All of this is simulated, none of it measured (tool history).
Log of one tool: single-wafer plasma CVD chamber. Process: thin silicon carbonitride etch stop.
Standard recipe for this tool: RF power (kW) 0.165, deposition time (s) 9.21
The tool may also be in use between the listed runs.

run,hour,RF power (kW),deposition time (s),"read-back reference wafer on the same gauge, thickness_nm",mean film thickness on the monitor wafer (Å)
1,0.0,0.165,10.66,5.612,63.85
2,57.4,0.165,10.66,5.613,63.86
3,91.0,0.165,9.21,5.610,55.31
4,116.8,0.165,9.21,5.605,55.13
5,181.7,0.165,9.21,5.604,55.25
6,243.5,0.165,9.21,5.603,54.60
7,309.8,0.150,8.31,5.616,47.58
8,377.3,0.150,8.31,5.604,47.71
9,435.5,0.165,9.21,5.618,54.96
10,471.5,0.165,9.21,5.611,54.69
11,534.7,0.165,9.21,5.615,55.05
12,602.2,0.190,9.21,5.603,58.04
13,671.2,0.190,9.21,5.611,57.71
14,709.4,0.190,9.21,5.608,58.13
# hour 742.2: showerhead replaced, of another model than before
15,766.8,0.165,9.21,5.607,55.31
# hour 795.7: thermocouple changed; heater temperature recalibrated
16,796.2,0.165,9.21,5.607,54.92
17,838.5,0.165,9.21,5.614,55.14
18,880.3,0.185,9.86,5.610,61.07
19,910.8,0.145,9.21,5.610,53.42
20,946.0,0.195,9.21,5.608,58.05
21,994.3,0.165,9.21,5.608,55.26
22,1036.6,0.165,7.91,5.616,47.33
23,1075.4,0.165,9.21,5.609,55.25
24,1132.9,0.150,10.67,5.608,62.21
25,1182.3,0.150,9.79,5.608,56.87
# hour 1225.9: RF generator calibrated
26,1254.1,0.165,9.21,5.615,55.31
27,1323.7,0.135,10.66,5.616,60.83
28,1360.2,0.165,10.54,5.619,63.74
# hour 1371.3: gauge calibrated
29,1449.7,0.165,9.21,5.607,55.43
30,1490.8,0.180,8.04,5.608,49.38
31,1557.5,0.180,9.21,5.608,56.45
32,1611.6,0.195,10.09,5.608,63.28

The next listed run, before its measurement:
33,1670.8,0.155,10.19,?,?

read-back reference wafer on the same gauge, thickness_nm: 5.602
mean film thickness on the monitor wafer (Å): 59.98
With the hidden condition absent and the run-to-run variation left alone, this run would have shown mean film thickness on the monitor wafer (Å) 60.35.
